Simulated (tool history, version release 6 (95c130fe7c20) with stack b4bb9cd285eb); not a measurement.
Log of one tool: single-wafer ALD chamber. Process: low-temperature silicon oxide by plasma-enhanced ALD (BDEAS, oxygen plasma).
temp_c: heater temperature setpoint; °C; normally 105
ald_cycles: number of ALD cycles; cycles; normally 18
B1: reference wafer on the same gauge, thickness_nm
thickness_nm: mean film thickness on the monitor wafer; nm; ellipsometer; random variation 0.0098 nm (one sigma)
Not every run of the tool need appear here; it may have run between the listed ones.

{"run": 1, "hour": 0.0, "temp_c": 105, "ald_cycles": 20, "B1": 2.973, "thickness_nm": 2.989}
{"run": 2, "hour": 40.6, "temp_c": 105, "ald_cycles": 18, "B1": 2.969, "thickness_nm": 2.703}
{"run": 3, "hour": 162.3, "temp_c": 105, "ald_cycles": 18, "B1": 2.968, "thickness_nm": 2.692}
{"run": 4, "hour": 187.6, "temp_c": 105, "ald_cycles": 18, "B1": 2.971, "thickness_nm": 2.714}
{"run": 5, "hour": 222.3, "temp_c": 105, "ald_cycles": 15, "B1": 2.971, "thickness_nm": 2.256}
{"run": 6, "hour": 267.2, "temp_c": 105, "ald_cycles": 15, "B1": 2.97, "thickness_nm": 2.255}
{"run": 7, "hour": 294.7, "temp_c": 105, "ald_cycles": 18, "B1": 2.972, "thickness_nm": 2.696}
{"run": 8, "hour": 361.4, "temp_c": 105, "ald_cycles": 18, "B1": 2.97, "thickness_nm": 2.704}
{"run": 9, "hour": 386.9, "temp_c": 105, "ald_cycles": 18, "B1": 2.972, "thickness_nm": 2.706}
{"run": 10, "hour": 428.4, "temp_c": 105, "ald_cycles": 18, "B1": 2.969, "thickness_nm": 2.705}
{"hour": 473.4, "done": "thermocouple changed; heater temperature recalibrated"}
{"run": 11, "hour": 473.9, "temp_c": 105, "ald_cycles": 18, "B1": 2.978, "thickness_nm": 2.711}
{"run": 12, "hour": 527.7, "temp_c": 105, "ald_cycles": 18, "B1": 2.975, "thickness_nm": 2.716}
{"run": 13, "hour": 592.5, "temp_c": 105, "ald_cycles": 18, "B1": 2.963, "thickness_nm": 2.707}
{"hour": 619.1, "done": "gauge calibrated"}
{"run": 14, "hour": 633.6, "temp_c": 101, "ald_cycles": 20, "B1": 2.974, "thickness_nm": 3.026}
{"run": 15, "hour": 693.7, "temp_c": 105, "ald_cycles": 15, "B1": 2.97, "thickness_nm": 2.257}
{"run": 16, "hour": 730.6, "temp_c": 109, "ald_cycles": 15, "B1": 2.963, "thickness_nm": 2.221}
{"run": 17, "hour": 756.3, "temp_c": 94, "ald_cycles": 19, "B1": 2.969, "thickness_nm": 2.975}
{"run": 18, "hour": 820.2, "temp_c": 119, "ald_cycles": 21, "B1": 2.972, "thickness_nm": 3.071}
{"run": 19, "hour": 874.0, "temp_c": 105, "ald_cycles": 18, "B1": 2.971, "thickness_nm": 2.705}
{"run": 20, "hour": 908.8, "temp_c": 114, "ald_cycles": 20, "B1": 2.97, "thickness_nm": 2.933}
{"run": 21, "hour": 967.3, "temp_c": 100, "ald_cycles": 16, "B1": 2.968, "thickness_nm": 2.431}
{"run": 22, "hour": 1031.9, "temp_c": 113, "ald_cycles": 18, "B1": 2.972, "thickness_nm": 2.666}
{"run": 23, "hour": 1060.6, "temp_c": 105, "ald_cycles": 18, "B1": 2.964, "thickness_nm": 2.704}
{"run": 24, "hour": 1125.0, "temp_c": 92, "ald_cycles": 17, "B1": 2.971, "thickness_nm": 2.659}
{"run": 25, "hour": 1176.7, "temp_c": 119, "ald_cycles": 20, "B1": 2.968, "thickness_nm": 2.925}
{"run": 26, "hour": 1201.3, "temp_c": 105, "ald_cycles": 18, "B1": 2.972, "thickness_nm": 2.71}
{"run": 27, "hour": 1258.0, "temp_c": 105, "ald_cycles": 18, "B1": 2.969, "thickness_nm": 2.697}

Each row is a separate what-if for the run after 27, all from the same tool condition, not one after another. Results?
{"run": "A", "hour": 1258.4, "temp_c": 105, "ald_cycles": 18, "B1": "?", "thickness_nm": "?"}
{"run": "B", "hour": 1258.4, "temp_c": 117, "ald_cycles": 21, "B1": "?", "thickness_nm": "?"}
{"run": "C", "hour": 1258.4, "temp_c": 115, "ald_cycles": 21, "B1": "?", "thickness_nm": "?"}
{"run": "D", "hour": 1258.4, "temp_c": 114, "ald_cycles": 16, "B1": "?", "thickness_nm": "?"}
{"run": "E", "hour": 1258.4, "temp_c": 105, "ald_cycles": 16, "B1": "?", "thickness_nm": "?"}

run=A B1=2.968 thickness_nm=2.683
run=B B1=2.968 thickness_nm=3.052
run=C B1=2.968 thickness_nm=3.065
run=D B1=2.968 thickness_nm=2.341
run=E B1=2.968 thickness_nm=2.385
Without the tool's unlogged condition, the same runs would have read:
run=A thickness_nm=2.683
run=B thickness_nm=3.052
run=C thickness_nm=3.065
run=D thickness_nm=2.341
run=E thickness_nm=2.385

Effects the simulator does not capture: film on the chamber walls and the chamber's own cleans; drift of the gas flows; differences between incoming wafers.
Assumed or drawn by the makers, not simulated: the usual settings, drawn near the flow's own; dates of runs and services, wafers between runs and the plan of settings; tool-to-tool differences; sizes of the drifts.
